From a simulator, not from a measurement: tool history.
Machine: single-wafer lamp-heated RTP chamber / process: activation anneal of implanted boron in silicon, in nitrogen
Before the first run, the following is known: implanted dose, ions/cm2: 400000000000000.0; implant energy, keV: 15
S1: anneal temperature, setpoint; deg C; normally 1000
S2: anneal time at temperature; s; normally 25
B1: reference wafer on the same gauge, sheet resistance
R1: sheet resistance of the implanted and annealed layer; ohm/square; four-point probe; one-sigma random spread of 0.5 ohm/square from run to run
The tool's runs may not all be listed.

Run 1, hour 0: usual settings but S1 989 deg C, S2 15 s; B1 322.05. Result: R1 273.24 ohm/square.
Run 2, hour 35.5: usual settings but S1 989 deg C, S2 15 s; B1 321.99. Result: R1 272.47 ohm/square.
Run 3, hour 67.1: usual settings but S1 989 deg C, S2 15 s; B1 321.96. Result: R1 272.62 ohm/square.
Run 4, hour 88: usual settings but S2 19 s; B1 321.94. Result: R1 268.8 ohm/square.
Run 5, hour 101.4: usual settings but S2 19 s; B1 322.1. Result: R1 268.64 ohm/square.
Run 6, hour 131.4: usual settings but S2 30 s; B1 322.26. Result: R1 267.07 ohm/square.
Run 7, hour 163.2: usual settings but S2 30 s; B1 321.88. Result: R1 266.72 ohm/square.
Run 8, hour 175.7: usual settings; B1 322.01. Result: R1 266.8 ohm/square.
Run 9, hour 200.3: usual settings; B1 322.02. Result: R1 266.37 ohm/square.
Run 10, hour 234.4: usual settings but S1 987 deg C, S2 18 s; B1 322.14. Result: R1 271.61 ohm/square.
Run 11, hour 252.5: usual settings; B1 322.01. Result: R1 267.01 ohm/square.
Run 12, hour 279.3: usual settings but S1 1009 deg C, S2 13 s; B1 322.01. Result: R1 269.35 ohm/square.
Run 13, hour 293.5: usual settings but S1 1022 deg C, S2 33 s; B1 321.98. Result: R1 265.68 ohm/square.
Run 14, hour 311: usual settings but S1 980 deg C, S2 17 s; B1 322.01. Result: R1 279.11 ohm/square.
Run 15, hour 335.2: usual settings but S2 30 s; B1 322.03. Result: R1 268.62 ohm/square.
Run 16, hour 432.6: usual settings but S1 1017 deg C, S2 12 s; B1 321.91. Result: R1 267.83 ohm/square.
Run 17, hour 499.4: usual settings but S1 1013 deg C, S2 20 s; B1 321.96. Result: R1 267.48 ohm/square.

Between the runs listed above, the log contained 3 entries, not reproduced here. Where in the sequence does each belong, and how does what the log doesn't record of the tool's condition differ from the listed run before to the listed run after?
In the gap between runs 11 and 12: pyrometer window cleaned and pyrometer calibrated (hour 273.1)
  true wafer temperature minus pyrometer reading, K: 14.1 -> 2.31
  measured minus no-state result, R1: -2.77 -> -0.44 ohm/square
In the gap between runs 14 and 15: gauge calibrated (hour 323.1)
  true wafer temperature minus pyrometer reading, K: 3.16 -> 3.81
  measured minus no-state result, R1: -2.44 -> -0.91 ohm/square
In the gap between runs 15 and 16: reflector plate cleaned (hour 363.6)
  true wafer temperature minus pyrometer reading, K: 3.81 -> 6.41
  measured minus no-state result, R1: -0.91 -> -0.74 ohm/square
